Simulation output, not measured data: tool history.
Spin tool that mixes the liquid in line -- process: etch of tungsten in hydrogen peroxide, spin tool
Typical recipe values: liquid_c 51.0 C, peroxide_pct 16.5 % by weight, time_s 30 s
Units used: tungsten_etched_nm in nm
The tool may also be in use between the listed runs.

| run | hour | liquid_c | peroxide_pct | time_s | wafers since the last listed run | hours since the thermometer was replaced | hours since the peroxide flow meter was replaced | hours since the heated supply line was repaired | hours since the drum of peroxide was connected | hours since the gauge calibration | read-back film thickness of the tungsten reference wafer, read on the same gauge (nm) | tungsten_etched_nm |
|---|---|---|---|---|---|---|---|---|---|---|---|---|
| 1 | 0.0 | 51.0 | 16.5 | 30 | 0 | 1315.8 | 1380.5 | 3090.9 | 17.8 | 328.2 | 70.02 | 75.70 |
| 2 | 9.1 | 51.0 | 16.5 | 30 | 158 | 1324.9 | 1389.6 | 3100.0 | 26.9 | 337.3 | 70.00 | 75.80 |
| 3 | 24.0 | 51.0 | 16.5 | 30 | 259 | 1339.8 | 1404.5 | 3114.9 | 41.8 | 352.2 | 70.00 | 76.79 |
| 4 | 66.1 | 51.0 | 16.5 | 30 | 734 | 1381.9 | 1446.6 | 3157.0 | 83.9 | 394.3 | 70.00 | 76.26 |
|  | 75.4 | peroxide flow meter replaced |
| 5 | 75.9 | 51.0 | 16.5 | 30 | 153 | 1391.7 | 0.5 | 3166.8 | 93.7 | 404.1 | 70.01 | 80.20 |
| 6 | 88.9 | 54.5 | 14.5 | 25 | 226 | 1404.7 | 13.5 | 3179.8 | 106.7 | 417.1 | 70.00 | 77.83 |
| 7 | 95.1 | 51.0 | 16.5 | 40 | 108 | 1410.9 | 19.7 | 3186.0 | 112.9 | 423.3 | 70.01 | 106.77 |
| 8 | 112.1 | 41.0 | 13.0 | 15 | 296 | 1427.9 | 36.7 | 3203.0 | 129.9 | 440.3 | 70.00 | 18.89 |
| 9 | 124.7 | 51.0 | 19.0 | 30 | 219 | 1440.5 | 49.3 | 3215.6 | 142.5 | 452.9 | 70.02 | 86.04 |
|  | 130.2 | heated supply line repaired |
| 10 | 141.9 | 54.0 | 16.5 | 30 | 282 | 1457.7 | 66.5 | 11.7 | 159.7 | 470.1 | 70.01 | 95.03 |
|  | 150.5 | gauge calibrated |
| 11 | 182.6 | 44.5 | 16.5 | 30 | 709 | 1498.4 | 107.2 | 52.4 | 200.4 | 32.1 | 69.99 | 53.35 |
| 12 | 188.9 | 47.0 | 14.5 | 25 | 109 | 1504.7 | 113.5 | 58.7 | 206.7 | 38.4 | 70.00 | 48.19 |
| 13 | 198.9 | 51.0 | 12.0 | 30 | 174 | 1514.7 | 123.5 | 68.7 | 216.7 | 48.4 | 70.01 | 67.52 |
| 14 | 214.7 | 51.0 | 16.5 | 30 | 275 | 1530.5 | 139.3 | 84.5 | 232.5 | 64.2 | 70.00 | 80.16 |
|  | 218.3 | thermometer replaced |
| 15 | 228.6 | 54.0 | 18.5 | 30 | 224 | 10.3 | 153.2 | 98.4 | 246.4 | 78.1 | 70.02 | 100.62 |
| 16 | 236.1 | 51.0 | 16.5 | 15 | 130 | 17.8 | 160.7 | 105.9 | 253.9 | 85.6 | 69.97 | 39.67 |
| 17 | 250.8 | 57.5 | 20.5 | 35 | 256 | 32.5 | 175.4 | 120.6 | 268.6 | 100.3 | 70.01 | 150.98 |
| 18 | 298.3 | 58.5 | 16.5 | 25 | 828 | 80.0 | 222.9 | 168.1 | 316.1 | 147.8 | 69.98 | 103.68 |
| 19 | 314.7 | 44.5 | 14.0 | 30 | 285 | 96.4 | 239.3 | 184.5 | 332.5 | 164.2 | 69.99 | 48.52 |
| 20 | 321.2 | 43.5 | 14.5 | 40 | 113 | 102.9 | 245.8 | 191.0 | 339.0 | 170.7 | 70.00 | 61.78 |

Predict the results of run 21:
| 21 | 331.7 | 46.5 | 14.5 | 25 | 183 | 113.4 | 256.3 | 201.5 | 349.5 | 181.2 | ? | ? |

read-back film thickness of the tungsten reference wafer, read on the same gauge (nm): 70.00
tungsten_etched_nm: 47.12 nm
If the tool had no hidden condition, the same run with the same run-to-run variation would have returned tungsten_etched_nm 47.78 nm.
